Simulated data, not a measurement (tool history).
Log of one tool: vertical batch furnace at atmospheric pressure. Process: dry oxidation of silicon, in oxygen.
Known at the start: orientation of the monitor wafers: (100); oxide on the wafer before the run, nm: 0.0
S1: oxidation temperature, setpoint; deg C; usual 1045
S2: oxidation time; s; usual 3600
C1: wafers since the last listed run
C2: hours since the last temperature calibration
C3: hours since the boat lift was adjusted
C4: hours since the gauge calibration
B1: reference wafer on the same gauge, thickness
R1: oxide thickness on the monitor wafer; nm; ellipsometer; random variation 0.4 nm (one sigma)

run,hour,S1,S2,C1,C2,C3,C4,B1,R1
1,0,1045,3600,0,867.6,1277.5,75.6,85.43,76.88
2,75.7,1045,3600,732,943.3,1353.2,151.3,85.52,76.71
3,129,1045,3600,515,996.6,1406.5,204.6,85.42,77.11
4,178.9,1045,3600,483,1046.5,1456.4,254.5,85.55,76.96
5,229.8,1040,3600,492,1097.4,1507.3,305.4,85.53,74.8
6,313.9,1040,3600,814,1181.5,1591.4,389.5,85.4,74.35
7,352.6,1038,4080,374,1220.2,1630.1,428.2,85.52,78.96
8,437.7,1038,4080,823,1305.3,1715.2,513.3,85.5,78.73
9,490.9,1055,3600,515,1358.5,1768.4,566.5,85.51,84.6
# hour 589.9: thermocouples replaced and temperature profile calibrated
10,595.8,1055,3600,783,5.9,1873.3,671.4,85.58,84.47
11,636.2,1045,3600,391,46.3,1913.7,711.8,85.41,77.4
12,675.8,1045,3600,383,85.9,1953.3,751.4,85.45,77.2
13,811.1,1028,4380,1309,221.2,2088.6,886.7,85.44,76.02
14,865.2,1028,5310,523,275.3,2142.7,940.8,85.43,85.86
# hour 946.4: boat lift adjusted
15,946.9,1045,3600,558,357,0.5,1022.5,85.38,77.24
# hour 949: gauge calibrated
16,1000,1064,3600,514,410.1,53.6,51,85.51,90.53
17,1048.6,1034,2310,470,458.7,102.2,99.6,85.57,53.36
18,1127.3,1045,3600,761,537.4,180.9,178.3,85.63,77.96
19,1169.9,1045,3600,412,580,223.5,220.9,85.57,77.3
20,1233.2,1066,3600,612,643.3,286.8,284.2,85.51,91.84
21,1523,1034,4410,2805,933.1,576.6,574,85.44,80.19
22,1591.4,1069,2010,662,1001.5,645,642.4,85.53,65.43

How the hidden state differs across the entries between the runs, from the last listed run before each to the first after it:
Between runs 9 and 10: thermocouples replaced and temperature profile calibrated (hour 589.9)
  no hidden state differs between the two runs
Between runs 14 and 15: boat lift adjusted (hour 946.4)
  no hidden state differs between the two runs
Between runs 15 and 16: gauge calibrated (hour 949)
  no hidden state differs between the two runs
